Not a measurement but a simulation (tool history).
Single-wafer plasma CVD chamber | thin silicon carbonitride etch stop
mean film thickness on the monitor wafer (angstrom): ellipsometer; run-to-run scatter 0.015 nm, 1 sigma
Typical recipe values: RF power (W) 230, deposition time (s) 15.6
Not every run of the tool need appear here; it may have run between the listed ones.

run	hour	RF power (W)	deposition time (s)	read-back reference wafer on the same gauge, thickness_nm	mean film thickness on the monitor wafer (angstrom)
1	0.0	230	13.7	10.472	84.61
2	29.8	230	13.7	10.470	84.51
3	80.7	230	14.0	10.471	86.22
4	120.9	230	14.0	10.472	86.28
5	162.4	230	14.0	10.470	86.31
6	199.7	230	15.6	10.468	95.88
7	237.1	230	15.6	10.470	96.05
8	265.7	230	15.6	10.471	95.84
9	331.2	255	13.8	10.469	86.53
10	381.4	260	14.7	10.474	92.53
# hour 412.8: gauge calibrated
11	427.5	245	15.6	10.471	96.66
12	622.9	245	15.6	10.475	96.66
# hour 683.3: RF generator calibrated
13	691.8	230	15.6	10.472	97.13
# hour 736.0: showerhead replaced
14	761.1	230	15.6	10.470	96.93
15	819.7	230	15.6	10.469	96.89
16	854.0	230	15.6	10.470	96.35
17	902.2	250	17.2	10.473	108.48
18	960.4	210	14.4	10.471	87.63
19	1025.3	210	15.6	10.470	94.48
20	1058.2	270	17.3	10.471	110.87
# hour 1087.7: thermocouple changed; heater temperature recalibrated
21	1114.5	230	13.7	10.469	84.77
22	1146.8	230	15.6	10.469	96.13
23	1197.8	265	14.4	10.468	91.66
24	1383.6	210	13.3	10.472	80.20
# hour 1408.1: gauge calibrated
25	1445.0	230	15.6	10.473	95.61
26	1474.0	270	18.2	10.468	115.65
# hour 1510.8: RF generator calibrated
27	1526.0	250	12.8	10.473	80.83
28	1597.9	230	15.6	10.470	96.87
29	1729.4	255	13.8	10.468	87.38
30	1769.6	275	17.2	10.469	110.39
31	1814.3	230	17.9	10.475	110.80
32	1883.3	270	17.6	10.468	112.73
33	1915.4	230	15.6	10.467	96.05

Some steps in mean film thickness on the monitor wafer (angstrom) between neighbouring runs. How much of each would the tool show without its hidden state too (settings, what came in, random variation), and how much is left for the hidden state, with any gauge scatter that isn't in both results?
What the log doesn't record here: wafer temperature above the value expected at the setpoint (K); delivered RF power above the setpoint (%); gauge reads high (%).
Run 12 -> 13: RF power (W) 245 -> 230, RF generator calibrated. mean film thickness on the monitor wafer (angstrom) +0.47: hidden state +1.86, all else -1.39.
Run 20 -> 21: RF power (W) 270 -> 230, deposition time (s) 17.3 -> 13.7, thermocouple changed; heater temperature recalibrated. mean film thickness on the monitor wafer (angstrom) -26.10: hidden state +0.12, all else -26.22.
Run 25 -> 26: RF power (W) 230 -> 270, deposition time (s) 15.6 -> 18.2. mean film thickness on the monitor wafer (angstrom) +20.04: hidden state -0.37, all else +20.41.
Run 26 -> 27: RF power (W) 270 -> 250, deposition time (s) 18.2 -> 12.8, RF generator calibrated. mean film thickness on the monitor wafer (angstrom) -34.82: hidden state +1.56, all else -36.38.
Run 29 -> 30: RF power (W) 255 -> 275, deposition time (s) 13.8 -> 17.2. mean film thickness on the monitor wafer (angstrom) +23.01: hidden state -0.25, all else +23.26.
